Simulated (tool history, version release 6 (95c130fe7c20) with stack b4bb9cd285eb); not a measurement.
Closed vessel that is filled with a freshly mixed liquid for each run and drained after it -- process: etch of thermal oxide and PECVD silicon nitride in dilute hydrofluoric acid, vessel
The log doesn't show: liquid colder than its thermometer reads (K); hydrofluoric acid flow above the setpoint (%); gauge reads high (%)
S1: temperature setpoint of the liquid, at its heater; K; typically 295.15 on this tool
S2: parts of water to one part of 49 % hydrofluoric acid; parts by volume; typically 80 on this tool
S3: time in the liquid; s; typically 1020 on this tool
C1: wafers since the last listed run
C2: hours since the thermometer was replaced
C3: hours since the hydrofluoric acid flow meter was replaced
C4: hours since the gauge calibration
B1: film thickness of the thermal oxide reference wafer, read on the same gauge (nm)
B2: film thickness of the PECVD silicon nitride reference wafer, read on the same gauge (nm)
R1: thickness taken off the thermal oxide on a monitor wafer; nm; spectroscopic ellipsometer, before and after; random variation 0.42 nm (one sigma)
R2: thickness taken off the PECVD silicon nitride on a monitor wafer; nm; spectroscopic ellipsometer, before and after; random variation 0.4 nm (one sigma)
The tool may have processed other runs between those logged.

run 1 hour=0 | S1=295.15 S2=80 S3=1020 | C1=0 C2=2157.6 C3=813.7 C4=1116.8 | B1=39.99 B2=60.02 | R1=64.09 R2=44.51
run 2 hour=63.9 | S1=295.15 S2=80 S3=1020 | C1=4084 C2=2221.5 C3=877.6 C4=1180.7 | B1=39.99 B2=60.02 | R1=64.45 R2=45.06
-- hour=115.2 hydrofluoric acid flow meter replaced
run 3 hour=120.7 | S1=295.15 S2=80 S3=1020 | C1=3566 C2=2278.3 C3=5.5 C4=1237.5 | B1=39.99 B2=60.03 | R1=61.67 R2=42.98
run 4 hour=179 | S1=298.15 S2=80 S3=1020 | C1=3726 C2=2336.6 C3=63.8 C4=1295.8 | B1=40.01 B2=60.02 | R1=69.19 R2=52.83
run 5 hour=221.4 | S1=298.15 S2=80 S3=1020 | C1=2710 C2=2379 C3=106.2 C4=1338.2 | B1=39.99 B2=60 | R1=70.19 R2=51.65
run 6 hour=285.8 | S1=295.15 S2=80 S3=1020 | C1=4116 C2=2443.4 C3=170.6 C4=1402.6 | B1=40.01 B2=59.98 | R1=62.93 R2=42.89
run 7 hour=354 | S1=295.15 S2=80 S3=1020 | C1=4359 C2=2511.6 C3=238.8 C4=1470.8 | B1=40.02 B2=60.01 | R1=63.41 R2=43.85
run 8 hour=384.8 | S1=295.15 S2=80 S3=1020 | C1=1968 C2=2542.4 C3=269.6 C4=1501.6 | B1=39.99 B2=59.99 | R1=63.18 R2=44.07
-- hour=427.9 thermometer replaced
run 9 hour=433.5 | S1=295.15 S2=80 S3=1020 | C1=3049 C2=5.6 C3=318.3 C4=1550.3 | B1=40.01 B2=60 | R1=62.66 R2=43.99
run 10 hour=483.7 | S1=290.65 S2=70 S3=1240 | C1=3208 C2=55.8 C3=368.5 C4=1600.5 | B1=40 B2=60.01 | R1=73.15 R2=44.62
run 11 hour=527.6 | S1=295.15 S2=80 S3=1525 | C1=2806 C2=99.7 C3=412.4 C4=1644.4 | B1=40.01 B2=60.02 | R1=93.11 R2=64.58
run 12 hour=598.7 | S1=295.15 S2=105 S3=455 | C1=4544 C2=170.8 C3=483.5 C4=1715.5 | B1=39.99 B2=59.99 | R1=20.9 R2=15.07
run 13 hour=662.3 | S1=296.65 S2=45 S3=520 | C1=4065 C2=234.4 C3=547.1 C4=1779.1 | B1=40.01 B2=60 | R1=63.42 R2=43
run 14 hour=721.6 | S1=295.15 S2=95 S3=1235 | C1=3790 C2=293.7 C3=606.4 C4=1838.4 | B1=39.99 B2=60 | R1=63.53 R2=45.07
run 15 hour=771.1 | S1=297.15 S2=115 S3=1220 | C1=3164 C2=343.2 C3=655.9 C4=1887.9 | B1=39.97 B2=59.99 | R1=55.18 R2=42.49
run 16 hour=828.3 | S1=296.65 S2=60 S3=450 | C1=3656 C2=400.4 C3=713.1 C4=1945.1 | B1=39.98 B2=60.01 | R1=41 R2=28.65
-- hour=862.4 gauge calibrated
run 17 hour=883.3 | S1=297.15 S2=115 S3=1220 | C1=3515 C2=455.4 C3=768.1 C4=20.9 | B1=40.01 B2=60.01 | R1=55.97 R2=42.12
run 18 hour=936.4 | S1=295.15 S2=45 S3=1020 | C1=3394 C2=508.5 C3=821.2 C4=74 | B1=40 B2=60.03 | R1=120 R2=77.07
-- hour=954.9 hydrofluoric acid flow meter replaced
run 19 hour=988 | S1=295.15 S2=80 S3=1020 | C1=3234 C2=560.1 C3=33.1 C4=125.6 | B1=40.01 B2=59.99 | R1=62.06 R2=42.75
run 20 hour=1041 | S1=295.15 S2=95 S3=1235 | C1=3387 C2=613.1 C3=86.1 C4=178.6 | B1=39.97 B2=60.01 | R1=61.84 R2=43.95
run 21 hour=1093.8 | S1=295.15 S2=80 S3=1020 | C1=3375 C2=665.9 C3=138.9 C4=231.4 | B1=39.99 B2=60.01 | R1=62.14 R2=42.92
run 22 hour=1253 | S1=292.65 S2=80 S3=1020 | C1=10176 C2=825.1 C3=298.1 C4=390.6 | B1=40.01 B2=60.03 | R1=55.73 R2=36.53
run 23 hour=1293.7 | S1=295.15 S2=50 S3=1020 | C1=2601 C2=865.8 C3=338.8 C4=431.3 | B1=39.99 B2=60.02 | R1=102.87 R2=68.29
run 24 hour=1351 | S1=295.15 S2=50 S3=1255 | C1=3662 C2=923.1 C3=396.1 C4=488.6 | B1=39.98 B2=60.01 | R1=128.02 R2=84.73

5 options for the next run, each taken on its own from the tool as it stands now. Forecast them:
run A hour=1351.9 | S1=295.15 S2=105 S3=1020 | C1=57 C2=924 C3=397 C4=489.5 | B1=? B2=? | R1=? R2=?
run B hour=1351.9 | S1=292.15 S2=115 S3=860 | C1=57 C2=924 C3=397 C4=489.5 | B1=? B2=? | R1=? R2=?
run C hour=1351.9 | S1=295.15 S2=80 S3=1335 | C1=57 C2=924 C3=397 C4=489.5 | B1=? B2=? | R1=? R2=?
run D hour=1351.9 | S1=290.65 S2=60 S3=1020 | C1=57 C2=924 C3=397 C4=489.5 | B1=? B2=? | R1=? R2=?
run E hour=1351.9 | S1=295.15 S2=80 S3=1470 | C1=57 C2=924 C3=397 C4=489.5 | B1=? B2=? | R1=? R2=?

run=A B1=40.01 B2=60.01 R1=46.58 R2=33.62
run=B B1=40.01 B2=60.01 R1=31.39 R2=21.18
run=C B1=40.01 B2=60.01 R1=82.38 R2=57.47
run=D B1=40.01 B2=60.01 R1=71.06 R2=42.59
run=E B1=40.01 B2=60.01 R1=90.71 R2=63.28
With no hidden state in the tool, these same runs would have given:
run=A R1=45.61 R2=33.01
run=B R1=30.74 R2=20.8
run=C R1=80.7 R2=56.42
run=D R1=69.66 R2=41.82
run=E R1=88.86 R2=62.12
